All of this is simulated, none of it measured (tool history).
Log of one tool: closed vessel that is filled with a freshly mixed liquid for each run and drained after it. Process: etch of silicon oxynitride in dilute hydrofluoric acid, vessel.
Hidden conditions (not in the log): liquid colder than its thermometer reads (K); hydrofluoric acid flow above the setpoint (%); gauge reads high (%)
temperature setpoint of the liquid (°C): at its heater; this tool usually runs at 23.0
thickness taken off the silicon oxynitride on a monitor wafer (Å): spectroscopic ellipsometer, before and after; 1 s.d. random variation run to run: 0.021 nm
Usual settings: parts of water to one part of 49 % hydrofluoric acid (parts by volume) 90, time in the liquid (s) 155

run,hour,temperature setpoint of the liquid (°C),parts of water to one part of 49 % hydrofluoric acid (parts by volume),time in the liquid (s),wafers since the last listed run,hours since the thermometer was replaced,hours since the hydrofluoric acid flow meter was replaced,hours since the gauge calibration,"read-back film thickness of the silicon oxynitride reference wafer, read on the same gauge (nm)",thickness taken off the silicon oxynitride on a monitor wafer (Å)
1,0.0,23.0,125,155,0,134.3,326.6,1898.2,120.00,44.2
2,36.2,23.0,90,200,3018,170.5,362.8,1934.4,120.03,82.0
3,91.3,23.0,90,200,4595,225.6,417.9,1989.5,119.97,81.3
4,148.5,23.0,75,155,4770,282.8,475.1,2046.7,120.01,76.7
5,186.8,23.0,75,155,3194,321.1,513.4,2085.0,120.03,76.8
6,245.2,23.0,100,155,4870,379.5,571.8,2143.4,120.01,56.7
# hour 281.5: hydrofluoric acid flow meter replaced
7,287.2,23.0,100,155,3419,421.5,5.7,2185.4,119.99,55.6
8,322.5,23.0,100,155,2943,456.8,41.0,2220.7,120.00,55.5
9,389.7,23.0,90,155,5604,524.0,108.2,2287.9,119.98,62.3
10,492.2,23.0,90,155,8548,626.5,210.7,2390.4,120.00,61.7
# hour 501.4: gauge calibrated
11,530.0,23.0,90,155,3152,664.3,248.5,28.6,120.00,62.1
12,560.5,23.0,90,155,2543,694.8,279.0,59.1,120.01,62.3
13,621.5,23.0,90,155,5087,755.8,340.0,120.1,119.99,62.3
14,679.0,23.0,65,95,4795,813.3,397.5,177.6,120.01,53.9
15,728.4,23.0,100,155,4119,862.7,446.9,227.0,119.99,55.4
16,792.0,23.0,130,155,5303,926.3,510.5,290.6,120.01,41.9
# hour 815.9: hydrofluoric acid flow meter replaced
17,844.2,24.5,55,210,4269,978.5,28.3,342.8,119.99,149.3
18,884.0,23.0,70,70,3319,1018.3,68.1,382.6,120.02,36.1
# hour 914.5: thermometer replaced
19,914.8,23.0,50,155,2485,0.3,98.9,413.4,120.00,117.5
20,953.6,23.0,90,155,3235,39.1,137.7,452.2,120.01,62.9
21,1025.3,23.0,70,130,5979,110.8,209.4,523.9,120.01,68.6
22,1077.7,23.0,90,155,4369,163.2,261.8,576.3,119.99,63.1
23,1128.4,23.0,90,100,4228,213.9,312.5,627.0,119.99,40.8
24,1166.2,21.0,90,130,3152,251.7,350.3,664.8,119.98,47.7
25,1223.0,24.5,45,250,4736,308.5,407.1,721.6,120.00,225.5
26,1256.0,23.0,75,155,2752,341.5,440.1,754.6,120.02,76.6

For run 27, what comes out?
27,1312.8,23.0,90,75,4736,398.3,496.9,811.4,?,?

Run 27 measured read-back film thickness of the silicon oxynitride reference wafer, read on the same gauge (nm) 120.01, thickness taken off the silicon oxynitride on a monitor wafer (Å) 30.6.
Take away the tool's hidden state, keep the run-to-run variation as it was, and the same run would have given thickness taken off the silicon oxynitride on a monitor wafer (Å) 30.3.
